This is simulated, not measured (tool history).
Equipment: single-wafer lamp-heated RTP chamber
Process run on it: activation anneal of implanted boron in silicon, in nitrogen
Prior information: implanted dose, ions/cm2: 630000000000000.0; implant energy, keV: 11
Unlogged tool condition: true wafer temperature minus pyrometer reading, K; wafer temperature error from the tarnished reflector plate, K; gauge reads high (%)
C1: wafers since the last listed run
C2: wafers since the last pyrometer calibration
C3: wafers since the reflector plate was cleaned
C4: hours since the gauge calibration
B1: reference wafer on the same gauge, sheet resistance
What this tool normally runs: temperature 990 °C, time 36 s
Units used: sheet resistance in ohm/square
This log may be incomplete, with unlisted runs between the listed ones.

{"run": 1, "hour": 0.0, "temperature": 990, "time": 36, "C1": 0, "C2": 3964, "C3": 1702, "C4": 1369.9, "B1": 137.09, "sheet resistance": 168.34}
{"run": 2, "hour": 97.2, "temperature": 990, "time": 36, "C1": 1194, "C2": 5159, "C3": 2897, "C4": 1467.1, "B1": 136.34, "sheet resistance": 168.71}
{"run": 3, "hour": 152.8, "temperature": 990, "time": 36, "C1": 683, "C2": 5842, "C3": 3580, "C4": 1522.7, "B1": 136.13, "sheet resistance": 168.37}
{"hour": 191.0, "done": "gauge calibrated"}
{"hour": 212.1, "done": "pyrometer window cleaned and pyrometer calibrated"}
{"run": 4, "hour": 255.0, "temperature": 990, "time": 36, "C1": 1157, "C2": 527, "C3": 4738, "C4": 64.0, "B1": 141.36, "sheet resistance": 175.72}
{"run": 5, "hour": 355.5, "temperature": 990, "time": 36, "C1": 1235, "C2": 1762, "C3": 5973, "C4": 164.5, "B1": 141.19, "sheet resistance": 174.27}
{"hour": 437.2, "done": "reflector plate cleaned"}
{"run": 6, "hour": 437.7, "temperature": 1009, "time": 36, "C1": 911, "C2": 2674, "C3": 6, "C4": 246.7, "B1": 141.2, "sheet resistance": 170.22}
{"run": 7, "hour": 524.4, "temperature": 1009, "time": 36, "C1": 1065, "C2": 3740, "C3": 1072, "C4": 333.4, "B1": 141.11, "sheet resistance": 170.87}
{"run": 8, "hour": 629.2, "temperature": 1009, "time": 36, "C1": 1287, "C2": 5028, "C3": 2360, "C4": 438.2, "B1": 140.81, "sheet resistance": 171.85}
{"hour": 638.6, "done": "pyrometer window cleaned and pyrometer calibrated"}
{"run": 9, "hour": 676.5, "temperature": 997, "time": 36, "C1": 482, "C2": 466, "C3": 2843, "C4": 485.5, "B1": 140.78, "sheet resistance": 173.21}
{"run": 10, "hour": 763.3, "temperature": 997, "time": 36, "C1": 1066, "C2": 1532, "C3": 3909, "C4": 572.3, "B1": 140.52, "sheet resistance": 173.68}
{"run": 11, "hour": 822.9, "temperature": 997, "time": 36, "C1": 732, "C2": 2265, "C3": 4642, "C4": 631.9, "B1": 140.46, "sheet resistance": 172.38}
{"run": 12, "hour": 895.8, "temperature": 990, "time": 45, "C1": 895, "C2": 3161, "C3": 5538, "C4": 704.8, "B1": 140.21, "sheet resistance": 174.25}
{"run": 13, "hour": 973.7, "temperature": 1008, "time": 28, "C1": 957, "C2": 4118, "C3": 6495, "C4": 782.7, "B1": 139.98, "sheet resistance": 171.86}
{"hour": 1001.9, "done": "reflector plate cleaned"}
{"run": 14, "hour": 1045.9, "temperature": 1008, "time": 28, "C1": 789, "C2": 4907, "C3": 541, "C4": 854.9, "B1": 139.58, "sheet resistance": 171.04}
{"run": 15, "hour": 1091.3, "temperature": 990, "time": 36, "C1": 557, "C2": 5465, "C3": 1099, "C4": 900.3, "B1": 139.59, "sheet resistance": 174.17}
{"hour": 1127.8, "done": "pyrometer window cleaned and pyrometer calibrated"}
{"run": 16, "hour": 1162.8, "temperature": 1008, "time": 27, "C1": 780, "C2": 430, "C3": 1879, "C4": 971.8, "B1": 139.35, "sheet resistance": 170.28}
{"run": 17, "hour": 1247.9, "temperature": 966, "time": 44, "C1": 1045, "C2": 1476, "C3": 2925, "C4": 1056.9, "B1": 138.9, "sheet resistance": 183.81}
{"run": 18, "hour": 1337.7, "temperature": 990, "time": 19, "C1": 1103, "C2": 2580, "C3": 4029, "C4": 1146.7, "B1": 138.37, "sheet resistance": 174.68}
{"run": 19, "hour": 1431.3, "temperature": 966, "time": 22, "C1": 1150, "C2": 3730, "C3": 5179, "C4": 1240.3, "B1": 138.08, "sheet resistance": 188.0}
{"hour": 1489.4, "done": "reflector plate cleaned"}
{"run": 20, "hour": 1526.9, "temperature": 990, "time": 36, "C1": 1076, "C2": 4807, "C3": 460, "C4": 1335.9, "B1": 137.37, "sheet resistance": 170.91}
{"run": 21, "hour": 1576.5, "temperature": 1008, "time": 36, "C1": 609, "C2": 5416, "C3": 1070, "C4": 1385.5, "B1": 137.04, "sheet resistance": 167.74}
{"hour": 1610.4, "done": "pyrometer window cleaned and pyrometer calibrated"}
{"run": 22, "hour": 1679.1, "temperature": 1008, "time": 15, "C1": 1162, "C2": 844, "C3": 2233, "C4": 1488.1, "B1": 136.4, "sheet resistance": 167.95}
{"hour": 1755.4, "done": "gauge calibrated"}
{"run": 23, "hour": 1762.1, "temperature": 1015, "time": 25, "C1": 1020, "C2": 1864, "C3": 3253, "C4": 6.7, "B1": 139.71, "sheet resistance": 170.24}
{"run": 24, "hour": 1850.1, "temperature": 978, "time": 16, "C1": 1081, "C2": 2946, "C3": 4334, "C4": 94.7, "B1": 139.78, "sheet resistance": 182.06}
{"run": 25, "hour": 1937.7, "temperature": 978, "time": 16, "C1": 1076, "C2": 4022, "C3": 5411, "C4": 182.3, "B1": 139.71, "sheet resistance": 184.21}
{"hour": 2032.9, "done": "reflector plate cleaned"}
{"run": 26, "hour": 2033.4, "temperature": 977, "time": 26, "C1": 1077, "C2": 5100, "C3": 6, "C4": 278.0, "B1": 139.74, "sheet resistance": 179.51}
{"hour": 2066.8, "done": "pyrometer window cleaned and pyrometer calibrated"}
{"run": 27, "hour": 2139.0, "temperature": 990, "time": 36, "C1": 1199, "C2": 886, "C3": 1206, "C4": 383.6, "B1": 139.52, "sheet resistance": 173.56}
{"run": 28, "hour": 2236.3, "temperature": 965, "time": 41, "C1": 1195, "C2": 2082, "C3": 2402, "C4": 480.9, "B1": 139.25, "sheet resistance": 185.49}
{"run": 29, "hour": 2329.0, "temperature": 1019, "time": 47, "C1": 1139, "C2": 3222, "C3": 3541, "C4": 573.6, "B1": 139.16, "sheet resistance": 168.13}
{"run": 30, "hour": 2391.9, "temperature": 960, "time": 50, "C1": 773, "C2": 3995, "C3": 4314, "C4": 636.5, "B1": 138.85, "sheet resistance": 188.4}

The logged runs with the hidden state left out (each run's random variation unchanged):
run=1 sheet_resistance=173.23
run=2 sheet_resistance=174.38
run=3 sheet_resistance=174.49
run=4 sheet_resistance=175.35
run=5 sheet_resistance=173.97
run=6 sheet_resistance=170.01
run=7 sheet_resistance=170.80
run=8 sheet_resistance=171.99
run=9 sheet_resistance=173.47
run=10 sheet_resistance=174.19
run=11 sheet_resistance=173.08
run=12 sheet_resistance=175.22
run=13 sheet_resistance=173.13
run=14 sheet_resistance=172.61
run=15 sheet_resistance=175.99
run=16 sheet_resistance=172.42
run=17 sheet_resistance=186.63
run=18 sheet_resistance=177.91
run=19 sheet_resistance=192.16
run=20 sheet_resistance=175.37
run=21 sheet_resistance=172.49
run=22 sheet_resistance=173.51
run=23 sheet_resistance=171.70
run=24 sheet_resistance=183.65
run=25 sheet_resistance=185.89
run=26 sheet_resistance=181.27
run=27 sheet_resistance=175.46
run=28 sheet_resistance=187.76
run=29 sheet_resistance=170.45
run=30 sheet_resistance=191.22

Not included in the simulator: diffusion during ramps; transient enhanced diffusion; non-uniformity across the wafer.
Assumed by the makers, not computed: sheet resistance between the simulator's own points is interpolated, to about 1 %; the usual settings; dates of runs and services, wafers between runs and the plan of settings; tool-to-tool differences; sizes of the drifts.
